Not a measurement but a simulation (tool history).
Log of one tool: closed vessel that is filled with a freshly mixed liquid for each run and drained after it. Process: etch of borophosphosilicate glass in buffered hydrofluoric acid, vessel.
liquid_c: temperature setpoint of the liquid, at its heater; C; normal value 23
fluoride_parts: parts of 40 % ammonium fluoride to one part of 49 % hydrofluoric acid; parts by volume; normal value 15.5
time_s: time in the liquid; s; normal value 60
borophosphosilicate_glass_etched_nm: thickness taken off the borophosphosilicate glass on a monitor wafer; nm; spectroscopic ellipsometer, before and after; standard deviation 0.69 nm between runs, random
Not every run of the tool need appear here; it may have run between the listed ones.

| run | hour | liquid_c | fluoride_parts | time_s | read-back film thickness of the borophosphosilicate glass reference wafer, read on the same gauge (nm) | borophosphosilicate_glass_etched_nm |
|---|---|---|---|---|---|---|
| 1 | 0 | 23 | 15.5 | 60 | 80.01 | 89.88 |
| 2 | 16.8 | 23 | 15.5 | 60 | 79.98 | 90.25 |
| 3 | 32.8 | 23 | 15.5 | 60 | 79.97 | 89.86 |
| 4 | 39.3 | 23 | 15.5 | 60 | 80.01 | 90.18 |
| 5 | 50.1 | 23 | 15.5 | 60 | 79.95 | 91.45 |
| 6 | 67.3 | 23 | 19 | 60 | 80.04 | 73.34 |
| 7 | 76.9 | 23 | 19 | 60 | 79.98 | 75.56 |
| 8 | 102.8 | 23 | 19 | 60 | 79.99 | 74.84 |
| 9 | 109.7 | 20.5 | 15.5 | 70 | 80.05 | 94.92 |
|  | 135.7 | gauge calibrated |
| 10 | 163.6 | 20.5 | 15.5 | 70 | 80.05 | 93.94 |
| 11 | 178.7 | 20.5 | 15.5 | 70 | 79.96 | 93.77 |
| 12 | 185.3 | 23 | 14 | 60 | 80.02 | 103.24 |
|  | 190 | hydrofluoric acid flow meter replaced |
| 13 | 197.1 | 20.5 | 15.5 | 60 | 79.98 | 71.85 |
| 14 | 207.9 | 23 | 19.5 | 60 | 80.04 | 66.12 |
| 15 | 231.3 | 27.5 | 17.5 | 60 | 80.01 | 92.88 |
| 16 | 247.2 | 18 | 15.5 | 35 | 79.98 | 36.87 |
| 17 | 254.3 | 20 | 14 | 40 | 80.03 | 52.38 |
|  | 257.7 | thermometer replaced |
| 18 | 271.5 | 20.5 | 15.5 | 70 | 80.01 | 84.34 |
| 19 | 288.1 | 23 | 19.5 | 60 | 80 | 66.05 |
| 20 | 298.2 | 23 | 15.5 | 75 | 79.96 | 103.25 |
| 21 | 313.9 | 27.5 | 21 | 60 | 80 | 78.45 |
| 22 | 331.7 | 23 | 19 | 45 | 80.04 | 50.86 |

Pick out some run-to-run changes in borophosphosilicate_glass_etched_nm. Of each, how much would a tool without hidden state show as well, from the settings, what came in and chance, and how much is left for the hidden state and any gauge scatter not in both results compared?
Hidden state at play: liquid hotter than its thermometer reads (K); hydrofluoric acid flow above the setpoint (%); gauge reads high (%).
Run 8 -> 9: liquid_c 23 -> 20.5, fluoride_parts 19 -> 15.5, time_s 60 -> 70. borophosphosilicate_glass_etched_nm +20.08 nm: hidden state +2.35, all else +17.73.
Run 12 -> 13: liquid_c 23 -> 20.5, fluoride_parts 14 -> 15.5, hydrofluoric acid flow meter replaced. borophosphosilicate_glass_etched_nm -31.39 nm: hidden state -11.78, all else -19.61.
Run 15 -> 16: liquid_c 27.5 -> 18, fluoride_parts 17.5 -> 15.5, time_s 60 -> 35. borophosphosilicate_glass_etched_nm -56.01 nm: hidden state -0.8, all else -55.21.
Run 19 -> 20: fluoride_parts 19.5 -> 15.5, time_s 60 -> 75. borophosphosilicate_glass_etched_nm +37.2 nm: hidden state +0.99, all else +36.21.
